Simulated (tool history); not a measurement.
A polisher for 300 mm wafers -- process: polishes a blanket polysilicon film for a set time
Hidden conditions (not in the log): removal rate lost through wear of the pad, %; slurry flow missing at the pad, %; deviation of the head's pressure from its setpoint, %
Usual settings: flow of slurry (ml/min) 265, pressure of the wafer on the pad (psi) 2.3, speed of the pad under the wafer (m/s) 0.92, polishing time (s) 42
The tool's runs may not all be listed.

run   hour  flow of slurry (ml/min)  pressure of the wafer on the pad (psi)  speed of the pad under the wafer (m/s)  polishing time (s)  wafers since the last listed run  wafers polished on this pad  hours since the slurry nozzle was cleaned  hours since the head pressure was calibrated  incoming thickness of the incoming film, nm  film removed (Å)
  1    0.0                      265                                     2.3                                    0.92                  42                                 0                          338                                      449.7                                         792.9                                       2059.4              2252
  2   34.4                      265                                     2.3                                    0.92                  42                               315                          653                                      484.1                                         827.3                                       2034.3              2233
  3   56.1                      265                                     2.3                                    0.92                  42                               198                          852                                      505.8                                         849.0                                       2049.6              2203
  4   81.8                      320                                     2.3                                    1.02                  42                               235                         1087                                      531.5                                         874.7                                       2019.3              2333
  5  104.7                      320                                     2.3                                    1.02                  42                               209                         1297                                      554.4                                         897.6                                       2035.3              2385
  6  134.2                      320                                     2.3                                    1.02                  42                               270                         1567                                      583.9                                         927.1                                       2037.8              2314
     147.8  -- worn pad replaced by a new one
  7  148.3                      265                                     2.3                                    0.92                  42                                92                            4                                      598.0                                         941.2                                       2040.6              2253
     169.0  -- slurry nozzle cleaned
  8  176.7                      265                                     2.3                                    0.92                  42                               251                          255                                        7.7                                         969.6                                       2030.3              2258
  9  199.4                      265                                     2.3                                    0.68                  42                               207                          463                                       30.4                                         992.3                                       2013.8              1848
 10  221.4                      265                                     2.3                                    0.92                  42                               201                          665                                       52.4                                        1014.3                                       2012.2              2188
 11  301.4                      265                                     2.3                                    0.76                  34                               732                         1398                                      132.4                                        1094.3                                       2055.5              1546
     319.5  -- worn pad replaced by a new one
 12  320.2                      265                                     1.7                                    1.04                  42                               135                            6                                      151.2                                        1113.1                                       2073.4              2047
 13  347.8                      265                                     1.7                                    1.04                  42                               252                          259                                      178.8                                        1140.7                                       2043.8              2034
 14  370.8                      265                                     1.7                                    1.04                  42                               210                          469                                      201.8                                        1163.7                                       2033.7              1971
 15  402.2                      265                                     2.3                                    0.92                  38                               287                          757                                      233.2                                        1195.1                                       2074.2              1998
 16  421.8                      265                                     2.3                                    0.92                  38                               179                          937                                      252.8                                        1214.7                                       2050.8              1974
 17  448.3                      265                                     2.8                                    0.62                  42                               242                         1179                                      279.3                                        1241.2                                       2025.7              1934
 18  472.1                      320                                     2.3                                    1.02                  42                               218                         1397                                      303.1                                        1265.0                                       2022.9              2329
 19  507.3                      265                                     1.7                                    1.04                  42                               322                         1720                                      338.3                                        1300.2                                       2066.3              1939
     512.2  -- worn pad replaced by a new one
     569.9  -- head pressure recalibrated
 20  576.0                      310                                     2.3                                    0.92                  42                               574                          565                                      407.0                                           6.1                                       2051.1              2228
 21  608.1                      345                                     2.8                                    0.68                  53                               294                          859                                      439.1                                          38.2                                       2070.5              2658
 22  640.0                      330                                     1.7                                    0.82                  42                               292                         1152                                      471.0                                          70.1                                       2058.5              1733
 23  665.5                      290                                     2.1                                    0.76                  33                               233                         1385                                      496.5                                          95.6                                       2055.4              1426
     678.7  -- worn pad replaced by a new one
     693.1  -- slurry nozzle cleaned
 24  693.6                      265                                     2.3                                    0.92                  42                               211                          127                                        0.5                                         123.7                                       2068.7              2255
 25  711.7                      325                                     2.3                                    0.64                  42                               165                          293                                       18.6                                         141.8                                       2047.2              1814
 26  730.2                      265                                     2.3                                    0.70                  30                               169                          462                                       37.1                                         160.3                                       2037.9              1329
 27  743.2                      190                                     2.8                                    1.18                  36                               119                          581                                       50.1                                         173.3                                       2078.2              2495
 28  761.4                      225                                     3.1                                    0.92                  38                               166                          748                                       68.3                                         191.5                                       2081.1              2423
 29  787.0                      265                                     2.3                                    0.92                  42                               234                          983                                       93.9                                         217.1                                       2037.2              2138
 30  818.2                      295                                     2.3                                    1.14                  47                               285                         1268                                      125.1                                         248.3                                       2059.0              2840
 31  851.4                      265                                     2.0                                    1.18                  53                               304                         1573                                      158.3                                         281.5                                       2067.1              2899
     873.4  -- worn pad replaced by a new one
 32  873.9                      265                                     2.3                                    0.92                  31                               169                            4                                      180.8                                         304.0                                       2053.0              1629
 33  895.8                      320                                     2.3                                    1.02                  42                               200                          205                                      202.7                                         325.9                                       2064.2              2463

Consider 5 possible next runs. They are alternatives, not a sequence: every one starts from the tool as it was left by run 33. What does each give?
  A  896.2                      265                                     2.3                                    0.92                  42                                 3                          208                                      203.1                                         326.3                                       2048.4                 ?
  B  896.2                      335                                     2.3                                    0.92                  52                                 3                          208                                      203.1                                         326.3                                       2048.4                 ?
  C  896.2                      200                                     2.3                                    0.92                  42                                 3                          208                                      203.1                                         326.3                                       2048.4                 ?
  D  896.2                      235                                     3.1                                    0.92                  33                                 3                          208                                      203.1                                         326.3                                       2048.4                 ?
  E  896.2                      320                                     2.3                                    0.66                  30                                 3                          208                                      203.1                                         326.3                                       2048.4                 ?

run  film removed (Å)
  A              2256
  B              2841
  C              2205
  D              2138
  E              1335
Without the tool's hidden state the same runs would have given:
run  film removed (Å)
  A              2274
  B              2863
  C              2222
  D              2155
  E              1345
